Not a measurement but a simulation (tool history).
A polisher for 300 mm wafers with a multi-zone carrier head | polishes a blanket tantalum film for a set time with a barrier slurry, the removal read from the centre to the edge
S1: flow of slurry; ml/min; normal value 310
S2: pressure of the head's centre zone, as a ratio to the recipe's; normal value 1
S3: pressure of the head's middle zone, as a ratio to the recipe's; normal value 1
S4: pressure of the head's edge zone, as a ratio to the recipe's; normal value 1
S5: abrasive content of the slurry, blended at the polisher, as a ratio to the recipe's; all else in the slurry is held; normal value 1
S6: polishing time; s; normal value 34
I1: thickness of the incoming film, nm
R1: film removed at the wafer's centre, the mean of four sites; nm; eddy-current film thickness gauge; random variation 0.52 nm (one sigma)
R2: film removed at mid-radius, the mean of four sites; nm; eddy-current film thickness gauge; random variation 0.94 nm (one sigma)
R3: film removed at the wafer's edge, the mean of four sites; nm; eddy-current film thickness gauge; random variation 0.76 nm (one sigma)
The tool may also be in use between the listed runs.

run   hour   S1    S2    S3    S4    S5  S6     I1    R1    R2    R3
  1      0  310  1.12  0.96     1   1.2  34  179.2  67.9  63.8  63.7
       9.5  -- slurry nozzle cleaned
  2   13.6  310     1     1     1     1  34  182.7  63.4  65.2  63.3
  3   19.7  310     1     1     1     1  34  178.2  63.8  65.2  62.7
  4   34.8  310     1     1  1.04     1  34  176.7  62.5  64.1  64.1
  5   52.4  260  1.03  1.05  1.04     1  34  176.1  61.6  63.1  60.9
      70.8  -- centre zone pressure recalibrated
  6   71.3  310     1     1     1     1  23  182.2  41.6  41.9  42.2
  7   83.9  310     1     1  0.93     1  34  181.3  60.7  60.9  58.2
  8   92.7  350  0.88  1.11  0.95     1  34  177.5  54.7  67.6  58.6
     102.4  -- worn pad replaced by a new one
  9  104.2  310     1     1     1     1  26  180.7  50.7  51.4  50.3
 10  113.1  310     1     1     1     1  23  180.5  43.8  43.7  43.5
 11  126.8  310   1.1     1     1     1  30  177.8  60.7  56.7  54.9
 12  140.3  310     1  0.95     1   0.8  45  179.6    77  78.4  77.4
 13  149.9  245     1     1     1     1  34  178.3    59  59.6  59.4
 14  159.8  310     1  1.06  1.03     1  34    180  61.4  62.6  61.8
 15  170.2  310     1  0.91     1     1  34  177.7  60.8  58.3  60.5
 16  185.8  310     1     1     1     1  34  176.6  60.3  60.7  60.6
 17  199.3  310  1.07  1.11     1   1.1  34  181.8  64.4  66.6    61
 18  211.4  310     1  1.08     1     1  34    180  60.4  62.7  60.3
     216.3  -- worn pad replaced by a new one
 19  218.6  350  0.97     1     1   0.8  25  178.6  43.9  46.3  45.3
 20  228.9  310  1.11     1   1.1     1  34  179.3  68.9  63.7  67.1
 21  244.7  395  0.92     1  0.93     1  26  182.3  45.5  48.8  46.7
 22  254.1  360  1.11     1  1.06  1.15  34  176.5  70.2  65.4    65
 23  261.1  310  0.92   0.9  0.92  0.85  34  182.5  53.7  56.4  57.1

Each row is a separate what-if for the run after 23, all from the same tool condition, not one after another. Results?
  A  261.5  310   1  1.04     1   1  34  182.3   ?   ?   ?
  B  261.5  310   1     1  1.11   1  34  182.3   ?   ?   ?
  C  261.5  310   1     1     1   1  31  182.3   ?   ?   ?

run    R1    R2    R3
  A  60.6  62.9  61.5
  B  60.6  61.5  64.5
  C  55.2  56.1  56.1
The same runs, with their run-to-run variation unchanged, on a tool lacking any hidden condition would have given:
run  R1    R2    R3
  A  68  70.2  67.9
  B  68  68.7  71.2
  C  62  62.6    62

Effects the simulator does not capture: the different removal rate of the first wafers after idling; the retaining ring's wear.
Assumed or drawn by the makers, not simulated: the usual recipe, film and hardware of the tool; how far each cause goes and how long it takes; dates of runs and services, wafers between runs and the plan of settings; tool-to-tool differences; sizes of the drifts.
